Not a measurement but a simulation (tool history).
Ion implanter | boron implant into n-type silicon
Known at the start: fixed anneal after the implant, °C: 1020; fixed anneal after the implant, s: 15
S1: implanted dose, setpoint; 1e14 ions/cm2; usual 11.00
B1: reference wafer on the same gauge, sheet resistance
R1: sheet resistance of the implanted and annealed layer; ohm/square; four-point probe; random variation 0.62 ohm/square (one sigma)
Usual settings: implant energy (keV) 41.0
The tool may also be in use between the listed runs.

Run 1, hour 0.0: usual settings but S1 12.96 1e14 ions/cm2; B1 99.93. Result: R1 95.83 ohm/square.
Run 2, hour 37.3: usual settings; B1 99.79. Result: R1 110.34 ohm/square.
Run 3, hour 145.1: usual settings; B1 99.84. Result: R1 109.31 ohm/square.
Run 4, hour 223.0: usual settings; B1 100.04. Result: R1 110.17 ohm/square.
Run 5, hour 293.4: usual settings; B1 100.05. Result: R1 109.87 ohm/square.
Run 6, hour 348.2: usual settings but S1 12.48 1e14 ions/cm2; B1 99.96. Result: R1 99.80 ohm/square.
Run 7, hour 430.7: usual settings but S1 12.48 1e14 ions/cm2; B1 100.26. Result: R1 100.21 ohm/square.
Run 8, hour 511.6: usual settings but S1 11.91 1e14 ions/cm2, implant energy (keV) 33.0; B1 99.96. Result: R1 106.20 ohm/square.
At hour 558.7: gauge calibrated.
Run 9, hour 606.0: usual settings but S1 11.91 1e14 ions/cm2, implant energy (keV) 33.0; B1 99.83. Result: R1 105.44 ohm/square.
At hour 634.4: extraction supply calibrated.
Run 10, hour 706.1: usual settings but S1 11.91 1e14 ions/cm2, implant energy (keV) 33.0; B1 100.02. Result: R1 105.38 ohm/square.
Run 11, hour 801.1: usual settings; B1 100.10. Result: R1 112.70 ohm/square.
Run 12, hour 847.8: usual settings but S1 8.40 1e14 ions/cm2, implant energy (keV) 46.0; B1 99.81. Result: R1 138.78 ohm/square.
Run 13, hour 891.8: usual settings but S1 8.33 1e14 ions/cm2, implant energy (keV) 54.0; B1 100.04. Result: R1 138.32 ohm/square.
Run 14, hour 953.4: usual settings but S1 13.00 1e14 ions/cm2, implant energy (keV) 34.5; B1 99.97. Result: R1 98.89 ohm/square.
Run 15, hour 1014.2: usual settings; B1 100.02. Result: R1 112.92 ohm/square.
At hour 1052.5: Faraday cup replaced and dose calibrated.
Run 16, hour 1229.3: usual settings but S1 8.81 1e14 ions/cm2, implant energy (keV) 29.5; B1 99.81. Result: R1 135.09 ohm/square.
Run 17, hour 1279.7: usual settings but S1 13.67 1e14 ions/cm2, implant energy (keV) 37.0; B1 99.91. Result: R1 90.46 ohm/square.
Run 18, hour 1370.3: usual settings but S1 9.87 1e14 ions/cm2, implant energy (keV) 33.0; B1 100.12. Result: R1 121.40 ohm/square.
Run 19, hour 1458.8: usual settings; B1 100.13. Result: R1 108.55 ohm/square.
Run 20, hour 1525.1: usual settings but implant energy (keV) 55.0; B1 99.74. Result: R1 106.54 ohm/square.
Run 21, hour 1568.9: usual settings but implant energy (keV) 48.5; B1 99.89. Result: R1 109.49 ohm/square.

Hidden state or all else? Some run-to-run changes of R1, split into what the settings, what came in and random variation would give without the hidden state, and what is left for the hidden state (with any gauge scatter that isn't in both results):
The hidden state here: deviation of the true dose from the Faraday cup's reading, %; deviation of the true energy from its setpoint, %; gauge reads high (%).
Run 11 -> 12: S1 11.00 -> 8.40, implant energy (keV) 41.0 -> 46.0. R1 +26.08 ohm/square: hidden state +0.77, all else +25.31.
Run 13 -> 14: S1 8.33 -> 13.00, implant energy (keV) 54.0 -> 34.5. R1 -39.43 ohm/square: hidden state -0.74, all else -38.69.
Run 15 -> 16: S1 11.00 -> 8.81, implant energy (keV) 41.0 -> 29.5, Faraday cup replaced and dose calibrated. R1 +22.17 ohm/square: hidden state -3.71, all else +25.88.
Run 16 -> 17: S1 8.81 -> 13.67, implant energy (keV) 29.5 -> 37.0. R1 -44.63 ohm/square: hidden state +0.06, all else -44.69.
